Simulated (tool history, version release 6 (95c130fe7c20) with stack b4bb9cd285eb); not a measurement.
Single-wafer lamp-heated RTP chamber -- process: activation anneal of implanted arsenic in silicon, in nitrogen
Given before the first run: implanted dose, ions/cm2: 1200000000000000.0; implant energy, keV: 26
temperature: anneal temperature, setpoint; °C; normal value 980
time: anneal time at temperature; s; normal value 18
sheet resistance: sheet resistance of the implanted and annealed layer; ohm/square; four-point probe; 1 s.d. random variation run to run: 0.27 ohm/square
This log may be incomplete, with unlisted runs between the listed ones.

run,hour,temperature,time,"read-back reference wafer on the same gauge, sheet resistance",sheet resistance
1,0.0,980,18,132.05,109.56
2,6.0,980,18,131.91,108.78
3,20.3,980,18,132.08,108.72
4,27.3,980,18,132.03,108.89
5,43.1,980,18,132.12,108.40
6,59.4,980,18,132.05,108.17
7,67.2,980,23,131.82,106.92
8,81.4,980,23,131.99,106.58
# hour 96.1: pyrometer window cleaned and pyrometer calibrated
9,96.6,1009,15,131.97,102.96
10,101.6,956,21,131.88,112.16
# hour 117.6: reflector plate cleaned
11,118.1,968,24,131.98,107.75
# hour 124.7: gauge calibrated
12,131.6,980,26,131.93,104.34
# hour 140.4: pyrometer window cleaned and pyrometer calibrated, repeated, since the last time left the tool worse
13,141.9,955,12,131.99,122.17
14,151.8,980,18,131.94,109.94
15,168.5,980,18,131.94,110.39
16,180.5,980,18,132.05,110.24
17,192.3,980,22,131.91,109.02

Each row is a separate what-if for the run after 17, all from the same tool condition, not one after another. Results?
A,192.7,980,18,?,?
B,192.7,993,28,?,?
C,192.7,994,14,?,?
D,192.7,967,21,?,?

run,"read-back reference wafer on the same gauge, sheet resistance",sheet resistance
A,131.91,110.73
B,131.91,104.21
C,131.91,109.06
D,131.91,113.27
Without the tool's hidden state the same runs would have given:
run,sheet resistance
A,111.44
B,104.74
C,109.65
D,114.04
